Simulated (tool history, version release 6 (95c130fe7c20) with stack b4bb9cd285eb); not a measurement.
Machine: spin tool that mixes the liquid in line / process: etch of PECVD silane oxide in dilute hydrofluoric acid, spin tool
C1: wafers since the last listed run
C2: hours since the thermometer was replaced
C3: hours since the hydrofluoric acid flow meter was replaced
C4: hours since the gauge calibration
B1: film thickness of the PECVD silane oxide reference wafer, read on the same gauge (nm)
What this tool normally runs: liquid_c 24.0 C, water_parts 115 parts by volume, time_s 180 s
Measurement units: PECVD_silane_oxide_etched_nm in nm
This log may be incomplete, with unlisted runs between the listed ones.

run 1 day=0.000 | liquid_c=24.0 water_parts=150 time_s=180 | C1=0 C2=1029.9 C3=1179.5 C4=475.4 | B1=90.01 | PECVD_silane_oxide_etched_nm=18.33
run 2 day=1.212 | liquid_c=24.0 water_parts=115 time_s=180 | C1=247 C2=1059.0 C3=1208.6 C4=504.5 | B1=90.04 | PECVD_silane_oxide_etched_nm=24.82
run 3 day=2.550 | liquid_c=24.0 water_parts=115 time_s=180 | C1=273 C2=1091.1 C3=1240.7 C4=536.6 | B1=90.03 | PECVD_silane_oxide_etched_nm=25.15
run 4 day=3.975 | liquid_c=24.0 water_parts=150 time_s=95 | C1=291 C2=1125.3 C3=1274.9 C4=570.8 | B1=89.99 | PECVD_silane_oxide_etched_nm=9.64
run 5 day=5.029 | liquid_c=24.0 water_parts=150 time_s=95 | C1=215 C2=1150.6 C3=1300.2 C4=596.1 | B1=89.98 | PECVD_silane_oxide_etched_nm=9.56
run 6 day=6.171 | liquid_c=24.0 water_parts=150 time_s=95 | C1=233 C2=1178.0 C3=1327.6 C4=623.5 | B1=89.99 | PECVD_silane_oxide_etched_nm=9.76
run 7 day=6.767 | liquid_c=26.0 water_parts=115 time_s=180 | C1=121 C2=1192.3 C3=1341.9 C4=637.8 | B1=90.03 | PECVD_silane_oxide_etched_nm=26.64
run 8 day=7.412 | liquid_c=24.0 water_parts=115 time_s=180 | C1=131 C2=1207.8 C3=1357.4 C4=653.3 | B1=89.99 | PECVD_silane_oxide_etched_nm=24.64
run 9 day=8.038 | liquid_c=24.0 water_parts=115 time_s=180 | C1=127 C2=1222.8 C3=1372.4 C4=668.3 | B1=90.03 | PECVD_silane_oxide_etched_nm=24.83
-- day=8.550 thermometer replaced
-- day=8.712 gauge calibrated
run 10 day=8.821 | liquid_c=24.0 water_parts=85 time_s=180 | C1=151 C2=6.5 C3=1391.2 C4=2.6 | B1=90.00 | PECVD_silane_oxide_etched_nm=34.61
run 11 day=9.604 | liquid_c=24.0 water_parts=115 time_s=180 | C1=160 C2=25.3 C3=1410.0 C4=21.4 | B1=89.97 | PECVD_silane_oxide_etched_nm=24.92
run 12 day=10.938 | liquid_c=24.0 water_parts=115 time_s=180 | C1=272 C2=57.3 C3=1442.0 C4=53.4 | B1=89.98 | PECVD_silane_oxide_etched_nm=24.62
run 13 day=11.525 | liquid_c=24.0 water_parts=115 time_s=180 | C1=120 C2=71.4 C3=1456.1 C4=67.5 | B1=90.01 | PECVD_silane_oxide_etched_nm=25.14
run 14 day=12.904 | liquid_c=21.5 water_parts=115 time_s=145 | C1=281 C2=104.5 C3=1489.2 C4=100.6 | B1=90.00 | PECVD_silane_oxide_etched_nm=18.00
run 15 day=13.567 | liquid_c=24.0 water_parts=115 time_s=80 | C1=135 C2=120.4 C3=1505.1 C4=116.5 | B1=89.95 | PECVD_silane_oxide_etched_nm=10.96
run 16 day=14.821 | liquid_c=28.5 water_parts=80 time_s=130 | C1=256 C2=150.5 C3=1535.2 C4=146.6 | B1=89.99 | PECVD_silane_oxide_etched_nm=32.41
run 17 day=15.808 | liquid_c=20.5 water_parts=55 time_s=180 | C1=201 C2=174.2 C3=1558.9 C4=170.3 | B1=90.03 | PECVD_silane_oxide_etched_nm=48.38
run 18 day=16.371 | liquid_c=20.5 water_parts=165 time_s=180 | C1=114 C2=187.7 C3=1572.4 C4=183.8 | B1=89.99 | PECVD_silane_oxide_etched_nm=14.31
run 19 day=17.654 | liquid_c=24.0 water_parts=145 time_s=245 | C1=262 C2=218.5 C3=1603.2 C4=214.6 | B1=89.98 | PECVD_silane_oxide_etched_nm=26.26
-- day=18.775 hydrofluoric acid flow meter replaced
run 20 day=19.871 | liquid_c=24.0 water_parts=115 time_s=180 | C1=444 C2=271.7 C3=26.3 C4=267.8 | B1=90.00 | PECVD_silane_oxide_etched_nm=24.83
run 21 day=20.538 | liquid_c=21.5 water_parts=55 time_s=225 | C1=136 C2=287.7 C3=42.3 C4=283.8 | B1=89.98 | PECVD_silane_oxide_etched_nm=62.99
run 22 day=22.346 | liquid_c=28.5 water_parts=55 time_s=225 | C1=369 C2=331.1 C3=85.7 C4=327.2 | B1=89.99 | PECVD_silane_oxide_etched_nm=84.67
run 23 day=23.579 | liquid_c=24.0 water_parts=115 time_s=180 | C1=252 C2=360.7 C3=115.3 C4=356.8 | B1=89.98 | PECVD_silane_oxide_etched_nm=24.70
run 24 day=24.775 | liquid_c=24.0 water_parts=150 time_s=140 | C1=244 C2=389.4 C3=144.0 C4=385.5 | B1=90.04 | PECVD_silane_oxide_etched_nm=14.20
run 25 day=25.371 | liquid_c=29.0 water_parts=75 time_s=225 | C1=121 C2=403.7 C3=158.3 C4=399.8 | B1=90.01 | PECVD_silane_oxide_etched_nm=61.47
run 26 day=26.438 | liquid_c=19.5 water_parts=95 time_s=250 | C1=217 C2=429.3 C3=183.9 C4=425.4 | B1=90.01 | PECVD_silane_oxide_etched_nm=35.61
run 27 day=27.738 | liquid_c=27.5 water_parts=155 time_s=100 | C1=265 C2=460.5 C3=215.1 C4=456.6 | B1=90.03 | PECVD_silane_oxide_etched_nm=11.28
run 28 day=28.788 | liquid_c=26.5 water_parts=60 time_s=125 | C1=214 C2=485.7 C3=240.3 C4=481.8 | B1=90.00 | PECVD_silane_oxide_etched_nm=39.34
run 29 day=29.746 | liquid_c=24.0 water_parts=115 time_s=180 | C1=195 C2=508.7 C3=263.3 C4=504.8 | B1=90.01 | PECVD_silane_oxide_etched_nm=24.70
run 30 day=30.700 | liquid_c=25.5 water_parts=75 time_s=240 | C1=194 C2=531.6 C3=286.2 C4=527.7 | B1=89.98 | PECVD_silane_oxide_etched_nm=57.08
run 31 day=32.133 | liquid_c=24.0 water_parts=130 time_s=90 | C1=292 C2=566.0 C3=320.6 C4=562.1 | B1=89.99 | PECVD_silane_oxide_etched_nm=10.92
run 32 day=33.508 | liquid_c=27.0 water_parts=115 time_s=215 | C1=281 C2=599.0 C3=353.6 C4=595.1 | B1=89.97 | PECVD_silane_oxide_etched_nm=33.05
-- day=34.408 gauge calibrated
run 33 day=34.942 | liquid_c=24.0 water_parts=175 time_s=180 | C1=292 C2=633.4 C3=388.0 C4=12.8 | B1=90.01 | PECVD_silane_oxide_etched_nm=15.32
run 34 day=35.996 | liquid_c=24.0 water_parts=115 time_s=180 | C1=215 C2=658.7 C3=413.3 C4=38.1 | B1=90.02 | PECVD_silane_oxide_etched_nm=24.75

Hidden state, per run?
liquid colder than its thermometer reads (K): 0, the same for each run
hydrofluoric acid flow above the setpoint (%): 0, the same for each run
gauge reads high (%): 0, the same for each run

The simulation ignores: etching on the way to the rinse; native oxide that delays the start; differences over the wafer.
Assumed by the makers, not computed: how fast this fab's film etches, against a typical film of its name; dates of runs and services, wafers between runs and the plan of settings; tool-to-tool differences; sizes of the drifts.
